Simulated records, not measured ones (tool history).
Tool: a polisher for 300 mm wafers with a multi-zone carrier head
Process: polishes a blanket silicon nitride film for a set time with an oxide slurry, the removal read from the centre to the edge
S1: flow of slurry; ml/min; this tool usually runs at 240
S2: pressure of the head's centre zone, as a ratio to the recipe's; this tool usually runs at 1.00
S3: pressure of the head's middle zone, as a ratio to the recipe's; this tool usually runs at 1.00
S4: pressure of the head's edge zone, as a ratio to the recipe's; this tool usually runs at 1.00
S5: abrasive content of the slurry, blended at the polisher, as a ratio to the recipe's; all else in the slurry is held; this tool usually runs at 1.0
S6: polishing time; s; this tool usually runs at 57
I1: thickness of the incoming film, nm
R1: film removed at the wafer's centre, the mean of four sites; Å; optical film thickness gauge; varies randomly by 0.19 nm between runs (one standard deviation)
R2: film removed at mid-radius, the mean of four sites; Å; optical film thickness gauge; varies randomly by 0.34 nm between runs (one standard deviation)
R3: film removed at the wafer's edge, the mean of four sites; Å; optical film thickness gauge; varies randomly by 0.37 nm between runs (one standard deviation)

run 1 hour=0.0 | S1=240 S2=1.00 S3=1.00 S4=1.00 S5=1.0 S6=57 | I1=338.1 | R1=274 R2=264 R3=272
run 2 hour=61.0 | S1=240 S2=1.00 S3=1.00 S4=1.00 S5=1.0 S6=57 | I1=334.6 | R1=287 R2=281 R3=283
run 3 hour=100.1 | S1=240 S2=1.00 S3=1.00 S4=1.00 S5=1.0 S6=57 | I1=337.5 | R1=286 R2=282 R3=277
run 4 hour=162.3 | S1=240 S2=1.00 S3=1.08 S4=1.00 S5=1.0 S6=57 | I1=342.1 | R1=286 R2=293 R3=277
run 5 hour=266.7 | S1=240 S2=1.00 S3=1.00 S4=1.00 S5=1.0 S6=50 | I1=335.5 | R1=247 R2=250 R3=240
run 6 hour=346.8 | S1=240 S2=1.00 S3=1.00 S4=1.00 S5=1.0 S6=57 | I1=336.7 | R1=279 R2=272 R3=278
run 7 hour=423.0 | S1=240 S2=1.00 S3=1.00 S4=1.00 S5=1.0 S6=57 | I1=338.5 | R1=275 R2=271 R3=268
run 8 hour=464.6 | S1=240 S2=1.00 S3=1.00 S4=1.00 S5=0.7 S6=57 | I1=342.5 | R1=195 R2=193 R3=190
run 9 hour=525.7 | S1=240 S2=1.00 S3=1.00 S4=1.00 S5=0.9 S6=57 | I1=339.9 | R1=263 R2=255 R3=259
run 10 hour=589.6 | S1=300 S2=1.03 S3=1.00 S4=1.00 S5=1.0 S6=57 | I1=341.1 | R1=301 R2=290 R3=293
run 11 hour=678.7 | S1=240 S2=1.00 S3=1.00 S4=1.07 S5=0.9 S6=57 | I1=345.3 | R1=258 R2=256 R3=256
run 12 hour=758.3 | S1=240 S2=1.00 S3=1.04 S4=1.00 S5=1.0 S6=57 | I1=343.6 | R1=280 R2=287 R3=264
run 13 hour=826.7 | S1=240 S2=1.00 S3=1.00 S4=1.00 S5=1.0 S6=57 | I1=343.1 | R1=287 R2=277 R3=281
run 14 hour=871.9 | S1=240 S2=1.00 S3=1.00 S4=1.00 S5=1.0 S6=57 | I1=334.1 | R1=286 R2=286 R3=281
run 15 hour=953.9 | S1=240 S2=1.00 S3=1.00 S4=0.90 S5=1.0 S6=57 | I1=336.9 | R1=283 R2=281 R3=265
run 16 hour=1026.5 | S1=240 S2=1.00 S3=1.00 S4=1.00 S5=0.7 S6=57 | I1=339.8 | R1=191 R2=191 R3=190
run 17 hour=1104.1 | S1=240 S2=1.00 S3=1.00 S4=1.05 S5=1.2 S6=57 | I1=344.5 | R1=312 R2=309 R3=311
run 18 hour=1144.3 | S1=325 S2=1.00 S3=1.00 S4=1.00 S5=1.0 S6=49 | I1=338.2 | R1=248 R2=246 R3=237
run 19 hour=1247.3 | S1=240 S2=1.00 S3=1.00 S4=1.00 S5=1.0 S6=57 | I1=337.7 | R1=284 R2=288 R3=282
run 20 hour=1291.8 | S1=240 S2=1.00 S3=1.00 S4=1.00 S5=1.0 S6=37 | I1=343.4 | R1=186 R2=184 R3=181
run 21 hour=1491.1 | S1=240 S2=1.00 S3=1.00 S4=1.00 S5=1.0 S6=57 | I1=337.1 | R1=278 R2=277 R3=271

Between the runs listed above, the log contained 11 entries, not reproduced here. Where in the sequence does each belong, and how does what the log doesn't record of the tool's condition differ from the listed run before to the listed run after?
Logged between run 1 and run 2: worn pad replaced by a new one (hour 23.5)
  removal rate lost through wear of the pad, %: 5.26 -> 0.462
  difference, measured minus the result without the unlogged condition, R1: -15 -> -1 Å; R2: -15 -> -2 Å; R3: -15 -> -2 Å
Logged between run 2 and run 3: edge zone pressure recalibrated (hour 66.6)
  removal rate lost through wear of the pad, %: 0.462 -> 0.571
  difference, measured minus the result without the unlogged condition, R1: -1 -> -1 Å; R2: -2 -> -1 Å; R3: -2 -> -2 Å
Logged between run 3 and run 4: carrier head's membrane replaced by a new one (hour 134.0)
  removal rate lost through wear of the pad, %: 0.571 -> 0.899
  difference, measured minus the result without the unlogged condition, R1: -1 -> -2 Å; R2: -1 -> -3 Å; R3: -2 -> -3 Å
Logged between run 4 and run 5: slurry nozzle cleaned (hour 174.7)
  removal rate lost through wear of the pad, %: 0.899 -> 1.87
  difference, measured minus the result without the unlogged condition, R1: -2 -> -5 Å; R2: -3 -> -5 Å; R3: -3 -> -5 Å
Logged between run 5 and run 6: centre zone pressure recalibrated (hour 344.0)
  removal rate lost through wear of the pad, %: 1.87 -> 2.99
  difference, measured minus the result without the unlogged condition, R1: -5 -> -8 Å; R2: -5 -> -9 Å; R3: -5 -> -9 Å
Logged between run 7 and run 8: worn pad replaced by a new one (hour 428.9)
  removal rate lost through wear of the pad, %: 4.33 -> 0.224
  difference, measured minus the result without the unlogged condition, R1: -13 -> +0 Å; R2: -12 -> -1 Å; R3: -12 -> +0 Å
Logged between run 12 and run 13: worn pad replaced by a new one (hour 815.4)
  removal rate lost through wear of the pad, %: 2.85 -> 0.772
  difference, measured minus the result without the unlogged condition, R1: -9 -> -2 Å; R2: -8 -> -2 Å; R3: -8 -> -2 Å
Logged between run 14 and run 15: slurry nozzle cleaned (hour 887.0); edge zone pressure recalibrated (hour 950.6)
  removal rate lost through wear of the pad, %: 0.847 -> 1.24
  difference, measured minus the result without the unlogged condition, R1: -3 -> -4 Å; R2: -2 -> -3 Å; R3: -2 -> -3 Å
Logged between run 18 and run 19: worn pad replaced by a new one (hour 1244.9)
  removal rate lost through wear of the pad, %: 3.42 -> 0.561
  difference, measured minus the result without the unlogged condition, R1: -9 -> -2 Å; R2: -9 -> -2 Å; R3: -9 -> -2 Å
Logged between run 19 and run 20: centre zone pressure recalibrated (hour 1270.0)
  removal rate lost through wear of the pad, %: 0.561 -> 0.615
  difference, measured minus the result without the unlogged condition, R1: -2 -> -1 Å; R2: -2 -> -1 Å; R3: -2 -> -1 Å

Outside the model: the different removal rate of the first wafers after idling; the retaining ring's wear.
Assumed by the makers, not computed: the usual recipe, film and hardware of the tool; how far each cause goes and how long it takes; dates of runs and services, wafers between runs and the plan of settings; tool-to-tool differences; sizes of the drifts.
